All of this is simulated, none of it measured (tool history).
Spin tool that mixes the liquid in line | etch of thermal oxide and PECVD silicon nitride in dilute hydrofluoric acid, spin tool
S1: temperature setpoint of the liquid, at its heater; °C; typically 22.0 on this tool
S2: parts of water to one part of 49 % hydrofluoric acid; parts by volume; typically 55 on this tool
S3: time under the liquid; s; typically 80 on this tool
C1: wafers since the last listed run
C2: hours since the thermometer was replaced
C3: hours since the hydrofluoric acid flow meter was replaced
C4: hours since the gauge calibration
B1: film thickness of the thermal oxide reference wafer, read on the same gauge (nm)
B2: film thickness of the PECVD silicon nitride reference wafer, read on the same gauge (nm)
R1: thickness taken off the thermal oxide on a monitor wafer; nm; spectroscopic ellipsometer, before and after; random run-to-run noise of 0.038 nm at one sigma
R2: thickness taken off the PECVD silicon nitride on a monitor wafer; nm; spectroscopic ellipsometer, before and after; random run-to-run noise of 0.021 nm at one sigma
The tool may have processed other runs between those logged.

run	day	S1	S2	S3	C1	C2	C3	C4	B1	B2	R1	R2
1	0.000	22.0	55	80	0	2555.3	671.3	187.4	139.99	110.016	7.96	2.495
2	1.271	22.0	55	80	422	2585.8	701.8	217.9	140.00	110.024	8.07	2.502
3	2.167	22.0	55	80	297	2607.3	723.3	239.4	140.00	109.961	8.04	2.516
4	3.062	22.0	55	80	297	2628.8	744.8	260.9	140.00	110.011	7.96	2.509
5	4.762	22.0	55	80	564	2669.6	785.6	301.7	140.01	110.018	8.00	2.521
6	5.825	22.0	55	80	352	2695.1	811.1	327.2	139.99	109.968	8.01	2.497
7	6.583	22.0	55	80	251	2713.3	829.3	345.4	139.99	109.986	7.99	2.517
# day 7.592: gauge calibrated
8	7.600	22.0	70	95	337	2737.7	853.7	0.2	139.99	110.017	7.38	2.345
9	8.808	22.0	55	80	401	2766.7	882.7	29.2	140.00	110.010	8.01	2.502
10	10.100	22.0	55	80	429	2797.7	913.7	60.2	140.00	110.000	7.97	2.519
11	11.104	22.0	55	80	333	2821.8	937.8	84.3	140.00	110.001	8.01	2.475
12	11.675	18.5	45	40	189	2835.5	951.5	98.0	140.01	109.998	4.27	1.191
# day 11.888: hydrofluoric acid flow meter replaced
13	12.975	19.5	40	105	418	2866.7	26.1	129.2	140.00	110.016	13.28	3.816
14	13.646	22.0	85	80	222	2882.8	42.2	145.3	139.99	110.018	4.99	1.627
15	14.767	25.0	55	80	372	2909.7	69.1	172.2	140.00	109.977	9.05	3.049
16	15.567	22.0	45	80	265	2928.9	88.3	191.4	140.01	110.005	9.93	3.041
# day 16.117: thermometer replaced
17	16.596	25.5	35	100	328	11.5	113.0	216.1	140.01	109.998	18.68	6.196
18	17.417	20.0	35	80	272	31.2	132.7	235.8	140.01	110.022	11.93	3.439
19	20.662	22.0	55	80	1078	109.1	210.6	313.7	140.00	110.003	8.01	2.491
20	21.733	17.5	65	125	355	134.8	236.3	339.4	140.00	110.010	8.60	2.427

Hidden condition of the tool, last listed run before each entry between runs versus first listed run after:
Between runs 7 and 8: gauge calibrated (day 7.592)
  no hidden state differs between the two runs
Between runs 12 and 13: hydrofluoric acid flow meter replaced (day 11.888)
  no hidden state differs between the two runs
Between runs 16 and 17: thermometer replaced (day 16.117)
  no hidden state differs between the two runs
